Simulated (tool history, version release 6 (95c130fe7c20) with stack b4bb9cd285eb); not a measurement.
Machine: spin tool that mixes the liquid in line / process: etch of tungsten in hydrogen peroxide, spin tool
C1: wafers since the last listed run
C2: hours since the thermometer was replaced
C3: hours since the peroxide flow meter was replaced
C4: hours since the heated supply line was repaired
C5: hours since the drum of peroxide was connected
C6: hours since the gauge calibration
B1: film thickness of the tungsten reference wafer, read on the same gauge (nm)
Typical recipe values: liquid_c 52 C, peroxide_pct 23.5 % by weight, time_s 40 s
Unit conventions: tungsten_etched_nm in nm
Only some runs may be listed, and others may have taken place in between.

run 1 hour=0 | liquid_c=46.5 peroxide_pct=23.5 time_s=30 | C1=0 C2=2168.2 C3=234.5 C4=2734.2 C5=1052.1 C6=132.2 | B1=140.04 | tungsten_etched_nm=29.22
-- hour=94 new drum of peroxide connected
run 2 hour=94.5 | liquid_c=52 peroxide_pct=23.5 time_s=40 | C1=989 C2=2262.7 C3=329 C4=2828.7 C5=0.5 C6=226.7 | B1=139.99 | tungsten_etched_nm=54.5
run 3 hour=156.6 | liquid_c=47.5 peroxide_pct=23.5 time_s=40 | C1=657 C2=2324.8 C3=391.1 C4=2890.8 C5=62.6 C6=288.8 | B1=140.01 | tungsten_etched_nm=40.98
run 4 hour=228.9 | liquid_c=57 peroxide_pct=23.5 time_s=60 | C1=765 C2=2397.1 C3=463.4 C4=2963.1 C5=134.9 C6=361.1 | B1=140 | tungsten_etched_nm=110.19
run 5 hour=278 | liquid_c=52 peroxide_pct=23.5 time_s=40 | C1=519 C2=2446.2 C3=512.5 C4=3012.2 C5=184 C6=410.2 | B1=140.01 | tungsten_etched_nm=54.19
run 6 hour=326.7 | liquid_c=52 peroxide_pct=23.5 time_s=40 | C1=515 C2=2494.9 C3=561.2 C4=3060.9 C5=232.7 C6=458.9 | B1=140.01 | tungsten_etched_nm=54.5
run 7 hour=369.9 | liquid_c=52 peroxide_pct=20 time_s=50 | C1=457 C2=2538.1 C3=604.4 C4=3104.1 C5=275.9 C6=502.1 | B1=140.06 | tungsten_etched_nm=62.5
run 8 hour=453.2 | liquid_c=52 peroxide_pct=23.5 time_s=40 | C1=881 C2=2621.4 C3=687.7 C4=3187.4 C5=359.2 C6=585.4 | B1=140 | tungsten_etched_nm=54.13
-- hour=491.8 thermometer replaced
-- hour=541 peroxide flow meter replaced
run 9 hour=546.4 | liquid_c=52 peroxide_pct=26.5 time_s=50 | C1=965 C2=54.6 C3=5.4 C4=3280.6 C5=452.4 C6=678.6 | B1=139.96 | tungsten_etched_nm=76.2
run 10 hour=638.2 | liquid_c=52 peroxide_pct=23.5 time_s=60 | C1=971 C2=146.4 C3=97.2 C4=3372.4 C5=544.2 C6=770.4 | B1=139.97 | tungsten_etched_nm=85.87
-- hour=673.3 heated supply line repaired
run 11 hour=695.7 | liquid_c=59 peroxide_pct=28 time_s=40 | C1=597 C2=203.9 C3=154.7 C4=22.4 C5=601.7 C6=827.9 | B1=139.99 | tungsten_etched_nm=94.36
run 12 hour=748.9 | liquid_c=46 peroxide_pct=23.5 time_s=50 | C1=563 C2=257.1 C3=207.9 C4=75.6 C5=654.9 C6=881.1 | B1=140.03 | tungsten_etched_nm=49.28
run 13 hour=829.1 | liquid_c=60.5 peroxide_pct=23.5 time_s=40 | C1=848 C2=337.3 C3=288.1 C4=155.8 C5=735.1 C6=961.3 | B1=140.04 | tungsten_etched_nm=94.88
run 14 hour=910 | liquid_c=45.5 peroxide_pct=23.5 time_s=65 | C1=856 C2=418.2 C3=369 C4=236.7 C5=816 C6=1042.2 | B1=140.06 | tungsten_etched_nm=62.02
run 15 hour=1015.4 | liquid_c=60 peroxide_pct=27.5 time_s=60 | C1=1115 C2=523.6 C3=474.4 C4=342.1 C5=921.4 C6=1147.6 | B1=140 | tungsten_etched_nm=147.69
run 16 hour=1109.2 | liquid_c=52 peroxide_pct=30 time_s=20 | C1=992 C2=617.4 C3=568.2 C4=435.9 C5=1015.2 C6=1241.4 | B1=140.01 | tungsten_etched_nm=32.08
run 17 hour=1209.5 | liquid_c=52 peroxide_pct=23.5 time_s=20 | C1=1061 C2=717.7 C3=668.5 C4=536.2 C5=1115.5 C6=1341.7 | B1=140.02 | tungsten_etched_nm=28.48
run 18 hour=1255.3 | liquid_c=52 peroxide_pct=23.5 time_s=40 | C1=484 C2=763.5 C3=714.3 C4=582 C5=1161.3 C6=1387.5 | B1=139.99 | tungsten_etched_nm=56.69
run 19 hour=1342 | liquid_c=52 peroxide_pct=26.5 time_s=40 | C1=917 C2=850.2 C3=801 C4=668.7 C5=1248 C6=1474.2 | B1=140.03 | tungsten_etched_nm=59.9
-- hour=1359 new drum of peroxide connected
-- hour=1373.2 peroxide flow meter replaced
run 20 hour=1414.5 | liquid_c=52 peroxide_pct=20 time_s=40 | C1=746 C2=922.7 C3=41.3 C4=741.2 C5=55.5 C6=1546.7 | B1=139.96 | tungsten_etched_nm=51.99
run 21 hour=1495.5 | liquid_c=55.5 peroxide_pct=21 time_s=55 | C1=857 C2=1003.7 C3=122.3 C4=822.2 C5=136.5 C6=1627.7 | B1=140.03 | tungsten_etched_nm=89.14
run 22 hour=1557 | liquid_c=55.5 peroxide_pct=23.5 time_s=40 | C1=650 C2=1065.2 C3=183.8 C4=883.7 C5=198 C6=1689.2 | B1=139.97 | tungsten_etched_nm=69.09
run 23 hour=1849.5 | liquid_c=52 peroxide_pct=23.5 time_s=40 | C1=3095 C2=1357.7 C3=476.3 C4=1176.2 C5=490.5 C6=1981.7 | B1=139.98 | tungsten_etched_nm=56.03
run 24 hour=1901 | liquid_c=43 peroxide_pct=26 time_s=25 | C1=545 C2=1409.2 C3=527.8 C4=1227.7 C5=542 C6=2033.2 | B1=140.01 | tungsten_etched_nm=20.94
run 25 hour=2001.5 | liquid_c=52 peroxide_pct=23.5 time_s=40 | C1=1063 C2=1509.7 C3=628.3 C4=1328.2 C5=642.5 C6=2133.7 | B1=140 | tungsten_etched_nm=55.66
run 26 hour=2093.4 | liquid_c=52 peroxide_pct=25.5 time_s=40 | C1=972 C2=1601.6 C3=720.2 C4=1420.1 C5=734.4 C6=2225.6 | B1=139.97 | tungsten_etched_nm=57.45
run 27 hour=2140.2 | liquid_c=52 peroxide_pct=23.5 time_s=40 | C1=495 C2=1648.4 C3=767 C4=1466.9 C5=781.2 C6=2272.4 | B1=140.01 | tungsten_etched_nm=55.61

Entry by entry between the runs, the difference in hidden state between the last listed run before and the first listed run after:
After run 1, before run 2: new drum of peroxide connected (hour 94)
  liquid colder than its thermometer reads (K): 0.881 -> 0.915
  difference, measured minus the result without the unlogged condition, tungsten_etched_nm: -1.65 -> -3.12 nm
After run 8, before run 9: thermometer replaced (hour 491.8); peroxide flow meter replaced (hour 541)
  liquid colder than its thermometer reads (K): 1.05 -> 0.0487
  difference, measured minus the result without the unlogged condition, tungsten_etched_nm: -3.55 -> -0.23 nm
After run 10, before run 11: heated supply line repaired (hour 673.3)
  liquid colder than its thermometer reads (K): 0.082 -> 0.103
  difference, measured minus the result without the unlogged condition, tungsten_etched_nm: -0.41 -> -0.55 nm
After run 19, before run 20: new drum of peroxide connected (hour 1359); peroxide flow meter replaced (hour 1373.2)
  liquid colder than its thermometer reads (K): 0.337 -> 0.364
  difference, measured minus the result without the unlogged condition, tungsten_etched_nm: -1.24 -> -1.14 nm

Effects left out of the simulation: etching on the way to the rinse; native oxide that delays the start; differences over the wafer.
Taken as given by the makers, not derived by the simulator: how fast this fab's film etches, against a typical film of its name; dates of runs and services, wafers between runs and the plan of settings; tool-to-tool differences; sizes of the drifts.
